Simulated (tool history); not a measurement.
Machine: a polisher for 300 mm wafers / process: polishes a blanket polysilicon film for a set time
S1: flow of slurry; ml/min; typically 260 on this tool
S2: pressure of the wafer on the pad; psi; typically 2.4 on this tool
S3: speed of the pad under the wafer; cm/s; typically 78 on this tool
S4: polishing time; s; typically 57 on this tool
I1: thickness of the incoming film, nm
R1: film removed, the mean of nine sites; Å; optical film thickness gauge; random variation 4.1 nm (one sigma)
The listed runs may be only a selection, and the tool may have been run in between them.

run,hour,S1,S2,S3,S4,I1,R1
1,0,260,2.4,78,57,2244,2646
2,30.7,260,2.4,78,57,2322.5,2606
# hour 36.4: worn pad replaced by a new one
3,86,260,2.4,78,57,2321,2929
4,114.4,260,2.4,78,57,2288,2879
5,170.6,260,2.4,78,57,2322.5,2747
# hour 199.5: worn pad replaced by a new one
6,233.9,260,2.4,78,57,2284.5,3013
7,298.8,260,2.4,78,57,2310.8,2902
# hour 329.2: head pressure recalibrated
# hour 358.9: slurry nozzle cleaned
8,359.6,260,2.4,78,57,2299.4,2488
# hour 366.9: worn pad replaced by a new one
9,429,260,2.4,94,57,2292.5,3119
10,486.7,260,2.4,78,45,2263.9,2086
# hour 515: worn pad replaced by a new one
11,516.1,260,2.8,68,57,2269.3,3088
12,570.6,260,2.4,78,57,2282,2879
13,632.3,260,2.4,78,57,2292.9,2777
# hour 672.4: worn pad replaced by a new one
14,697.4,260,3,78,52,2290.3,3408
15,736.9,215,2.6,56,57,2309.3,2302
16,761.5,260,2.4,68,57,2294.5,2497

Branching from run 16: 3 alternative next runs. What would each branch give?
A,761.9,260,2.4,70,57,2290.2,?
B,761.9,260,2.4,94,69,2290.2,?
C,761.9,260,2.4,66,38,2290.2,?

run,R1
A,2584
B,4017
C,1641
With the hidden condition removed and each run's random variation left untouched, the same runs would have given:
run,R1
A,2670
B,4151
C,1696
